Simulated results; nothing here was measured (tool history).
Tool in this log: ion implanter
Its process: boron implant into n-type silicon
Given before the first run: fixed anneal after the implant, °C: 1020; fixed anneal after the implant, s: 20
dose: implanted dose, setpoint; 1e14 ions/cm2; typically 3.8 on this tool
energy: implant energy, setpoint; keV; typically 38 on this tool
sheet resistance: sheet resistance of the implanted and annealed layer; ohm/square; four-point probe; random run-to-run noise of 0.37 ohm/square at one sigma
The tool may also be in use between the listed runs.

run	hour	dose	energy	read-back reference wafer on the same gauge, sheet resistance	sheet resistance
1	0	3.47	38	216.99	268.57
2	57.4	3.47	38	217.02	268.45
3	98.4	3.47	38	216.95	268.53
4	133.6	3.8	32	216.92	254.7
5	162.5	3.8	32	217.06	255.36
6	233.2	3.8	32	216.98	254.74
7	275.4	3.8	47	216.99	245.28
8	321.6	3.8	47	217.03	244.68
9	387	3.8	38	216.9	250.91
10	493.7	3.8	38	216.96	250.89
11	556.7	3.8	38	217.03	251.79
12	582.6	3.8	38	216.96	251.27
13	644.7	3.8	38	217.01	251.62
14	688.6	3.8	38	216.99	251.33
15	743.2	4.15	48	216.99	227.91
16	808.2	3.8	38	216.99	252.4
# hour 808.7: gauge calibrated
17	839.3	3.04	38	216.89	301.47
18	889.9	3.8	51	216.95	244.27
19	940	3.11	44.5	217.02	290.82
20	1008.2	2.82	49.5	217.03	310.12
21	1061.9	3.8	38	217	251.5
# hour 1095.5: Faraday cup replaced and dose calibrated
22	1118.6	2.82	28	216.96	325.78
23	1174.7	4.62	47	217.02	207.2
24	1235.6	4.46	28	217.04	226.16
25	1302.5	3.14	47	217.05	283.87
26	1341.8	4.85	34	216.94	207.32
# hour 1371.9: extraction supply calibrated
27	1406.5	3.8	38	216.98	250.29
28	1568.1	4.92	43.5	216.92	200.47
29	1634.2	3.8	29	217.02	259.03
30	1704.3	4.09	47	216.99	231.47
31	1753.6	4.71	32	217	214.83
32	1813.2	3.8	38	216.95	252.42
33	1859.3	4.66	46.5	216.98	208.6
34	1886.2	3.51	42.5	216.99	265.38
35	1950.8	3.29	28.5	216.96	292.42
36	2014.6	4.85	24.5	217.02	216.48

List, for all runs, the conditions of the tool that the log does not record:
deviation of the true energy from its setpoint, %: 0, the same for each run
gauge reads high (%): 0, the same for each run
H1: deviation of the true dose from the Faraday cup's reading, %
run	H1
1	-0.655
2	-0.824
3	-0.93
4	-1.01
5	-1.08
6	-1.21
7	-1.28
8	-1.35
9	-1.44
10	-1.55
11	-1.61
12	-1.63
13	-1.67
14	-1.7
15	-1.73
16	-1.76
17	-1.77
18	-1.79
19	-1.81
20	-1.83
21	-1.84
22	0.0544
23	-0.252
24	-0.539
25	-0.809
26	-0.949
27	-1.15
28	-1.53
29	-1.65
30	-1.76
31	-1.82
32	-1.89
33	-1.93
34	-1.96
35	-2.01
36	-2.05

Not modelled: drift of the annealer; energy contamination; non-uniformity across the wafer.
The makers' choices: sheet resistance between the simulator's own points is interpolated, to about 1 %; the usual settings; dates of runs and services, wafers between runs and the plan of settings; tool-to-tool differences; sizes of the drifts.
